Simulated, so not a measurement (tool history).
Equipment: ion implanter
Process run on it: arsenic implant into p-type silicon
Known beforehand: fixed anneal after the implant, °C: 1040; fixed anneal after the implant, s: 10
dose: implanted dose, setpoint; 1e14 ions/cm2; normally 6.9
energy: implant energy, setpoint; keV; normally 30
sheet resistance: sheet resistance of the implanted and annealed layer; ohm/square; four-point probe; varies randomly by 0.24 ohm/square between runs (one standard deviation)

run	hour	dose	energy	read-back reference wafer on the same gauge, sheet resistance	sheet resistance
1	0	7.69	30	181.05	143.37
2	10	7.69	30	181.01	143.48
3	18.5	6.9	30	180.92	154.92
4	33	6.9	30	180.94	155.02
5	48	6.9	30	180.97	154.89
6	63	6.9	30	181.06	155.36
# hour 98: gauge calibrated
7	100.3	6.9	30	180.98	154.88
8	110.2	6.9	30	180.96	154.89
9	125.5	6.9	30	180.99	154.61
# hour 135.2: extraction supply calibrated
10	135.7	6.9	24	181.04	161
11	139.5	6.9	30	180.99	154.89
12	152.6	6.13	30	181.05	169.04
13	164.8	6.13	30	181	168.94
14	171	6.13	30	181.05	168.66
15	184.7	6.9	37	181.06	148.93
16	193.5	6.9	37	181.01	148.99
17	211	6.9	37	180.98	148.91
18	222.4	6.9	40	180.96	146.79
19	238.8	6.9	23.5	180.95	161.21
20	244.9	7.53	24	181.03	151.08
21	251.3	8.37	22	181.08	143.48
22	262.5	5.71	36.5	181.07	171.19
23	270.2	6.9	30	180.97	153.93
24	283.6	6.37	39.5	181.07	155.8
# hour 291.3: gauge calibrated
25	292.1	6.9	37	181	148.51
26	303.6	6.9	30	181.03	154.11
# hour 322.6: Faraday cup replaced and dose calibrated
27	323.1	5.47	19.5	181.08	202.26
28	326.9	5.11	38.5	181.07	190.97
29	356.7	5.05	23	180.94	209.77
30	369.5	5.12	39	180.97	190.91
31	382.6	8.56	37	180.99	131.9
32	391.3	6.9	30	180.96	159.26
33	398.4	8.56	37	181.02	131.35
34	413.8	8.52	40	181	129.82

For some of the steps in sheet resistance from one run to the next: how much would appear even if the tool had no hidden state, given the settings, what came in and random variation, and how much remains for the hidden state plus any gauge scatter that the measured result and the result without hidden state don't share?
Hidden state present: deviation of the true dose from the Faraday cup's reading, %; deviation of the true energy from its setpoint, %; gauge reads high (%).
Run 21 -> 22: dose 8.37 -> 5.71, energy 22 -> 36.5. sheet resistance +27.71 ohm/square: hidden state -1.66, all else +29.37.
Run 22 -> 23: dose 5.71 -> 6.9, energy 36.5 -> 30. sheet resistance -17.26 ohm/square: hidden state +0.77, all else -18.03.
Run 26 -> 27: dose 6.9 -> 5.47, energy 30 -> 19.5, Faraday cup replaced and dose calibrated. sheet resistance +48.15 ohm/square: hidden state +5.14, all else +43.01.
Run 30 -> 31: dose 5.12 -> 8.56, energy 39 -> 37. sheet resistance -59.01 ohm/square: hidden state -0.02, all else -58.99.
Run 32 -> 33: dose 6.9 -> 8.56, energy 30 -> 37. sheet resistance -27.91 ohm/square: hidden state +0.01, all else -27.92.
